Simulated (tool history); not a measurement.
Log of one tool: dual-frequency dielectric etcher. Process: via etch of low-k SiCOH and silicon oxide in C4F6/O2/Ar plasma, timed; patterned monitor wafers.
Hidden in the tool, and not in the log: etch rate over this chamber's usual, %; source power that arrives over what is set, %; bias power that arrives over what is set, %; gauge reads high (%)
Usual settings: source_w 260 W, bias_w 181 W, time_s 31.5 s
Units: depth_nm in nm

run     day  source_w  bias_w  time_s  wafers since the last listed run  hours since the last wet clean  hours since the last source power generator calibration  hours since the last bias power generator calibration  hours since the last upper electrode change  hours since the gauge calibration  read-back reference wafer on the same gauge, depth_nm  depth_nm
  1   0.000       260     152    31.5                                 0                           378.6                                                   3817.5                                                 2851.1                                       5326.1                              318.9                                                   60.1      62.9
  2   0.708       260     152    31.5                               317                           395.6                                                   3834.5                                                 2868.1                                       5343.1                              335.9                                                   60.1      63.2
  3   1.325       260     181    31.5                               276                           410.4                                                   3849.3                                                 2882.9                                       5357.9                              350.7                                                   60.1      66.2
  4   1.579       280     181    36.5                               113                           416.5                                                   3855.4                                                 2889.0                                       5364.0                              356.8                                                   60.0      79.6
  5   1.946       280     181    36.5                               164                           425.3                                                   3864.2                                                 2897.8                                       5372.8                              365.6                                                   60.1      79.4
  6   2.375       280     181    36.5                               192                           435.6                                                   3874.5                                                 2908.1                                       5383.1                              375.9                                                   60.2      79.3
      2.421  -- gauge calibrated
      2.558  -- source power generator calibrated
  7   3.025       260     181    37.0                               216                           451.2                                                     11.2                                                 2923.7                                       5398.7                               14.5                                                   60.1      78.4
      4.429  -- wet clean of the chamber
  8   4.450       260     181    37.0                               190                             0.5                                                     45.4                                                 2957.9                                       5432.9                               48.7                                                   60.1      75.2
  9   4.892       260     181    37.0                               197                            11.1                                                     56.0                                                 2968.5                                       5443.5                               59.3                                                   60.1      75.3
 10   5.288       220     181    35.0                               177                            20.6                                                     65.5                                                 2978.0                                       5453.0                               68.8                                                   60.2      67.4
 11   5.979       260     181    31.5                               309                            37.2                                                     82.1                                                 2994.6                                       5469.6                               85.4                                                   60.2      64.8
 12   6.288       310     140    31.5                               138                            44.6                                                     89.5                                                 3002.0                                       5477.0                               92.8                                                   60.1      64.4
 13   6.608       200     154    38.0                               143                            52.3                                                     97.2                                                 3009.7                                       5484.7                              100.5                                                   60.1      67.8
 14   7.167       260     196    39.0                               250                            65.7                                                    110.6                                                 3023.1                                       5498.1                              113.9                                                   60.1      81.9
      7.433  -- bias power generator calibrated
 15   7.800       260     148    31.5                               209                            80.9                                                    125.8                                                    8.8                                       5513.3                              129.1                                                   60.1      61.1
 16   8.362       260     181    31.5                               252                            94.4                                                    139.3                                                   22.3                                       5526.8                              142.6                                                   60.1      64.8
      9.458  -- upper electrode replaced
 17   9.479       290     142    29.0                                52                           121.2                                                    166.1                                                   49.1                                          0.5                              169.4                                                   60.2      58.2
 18   9.600       280     208    31.5                                54                           124.1                                                    169.0                                                   52.0                                          3.4                              172.3                                                   60.0      70.6
 19  10.046       210     181    31.5                               199                           134.8                                                    179.7                                                   62.7                                         14.1                              183.0                                                   60.1      60.5
 20  10.371       260     144    31.5                               145                           142.6                                                    187.5                                                   70.5                                         21.9                              190.8                                                   60.0      61.3
 21  11.017       260     181    31.5                               289                           158.1                                                    203.0                                                   86.0                                         37.4                              206.3                                                   60.1      65.5
 22  11.521       320     181    31.5                               225                           170.2                                                    215.1                                                   98.1                                         49.5                              218.4                                                   60.1      70.2
 23  12.196       260     222    22.5                               302                           186.4                                                    231.3                                                  114.3                                         65.7                              234.6                                                   60.1      49.5
 24  12.779       310     146    31.5                               261                           200.4                                                    245.3                                                  128.3                                         79.7                              248.6                                                   60.1      65.5
 25  13.458       280     197    31.5                               304                           216.7                                                    261.6                                                  144.6                                         96.0                              264.9                                                   60.1      69.0
 26  13.854       260     181    31.5                               177                           226.2                                                    271.1                                                  154.1                                        105.5                              274.4                                                   60.1      66.5
 27  14.225       240     181    29.0                               166                           235.1                                                    280.0                                                  163.0                                        114.4                              283.3                                                   60.1      59.1
 28  14.817       310     140    39.5                               265                           249.3                                                    294.2                                                  177.2                                        128.6                              297.5                                                   60.1      81.8
 29  15.188       220     181    35.0                               166                           258.2                                                    303.1                                                  186.1                                        137.5                              306.4                                                   60.1      69.9
 30  15.442       210     181    24.5                               113                           264.3                                                    309.2                                                  192.2                                        143.6                              312.5                                                   60.2      47.6
 31  15.854       220     167    27.0                               184                           274.2                                                    319.1                                                  202.1                                        153.5                              322.4                                                   60.0      52.4

Hidden state or all else? Some run-to-run changes of depth_nm, split into what the settings, what came in and random variation would give without the hidden state, and what is left for the hidden state (with any gauge scatter that isn't in both results):
Run 3 -> 4: source_w 260 -> 280, time_s 31.5 -> 36.5. depth_nm +13.4 nm: hidden state +0.5, all else +12.9.
Run 7 -> 8: wet clean of the chamber. depth_nm -3.2 nm: hidden state -2.4, all else -0.8.
Run 14 -> 15: bias_w 196 -> 148, time_s 39.0 -> 31.5, bias power generator calibrated. depth_nm -20.8 nm: hidden state -0.1, all else -20.7.
Run 27 -> 28: source_w 240 -> 310, bias_w 181 -> 140, time_s 29.0 -> 39.5. depth_nm +22.7 nm: hidden state +0.7, all else +22.0.
Run 29 -> 30: source_w 220 -> 210, time_s 35.0 -> 24.5. depth_nm -22.3 nm: hidden state -0.5, all else -21.8.
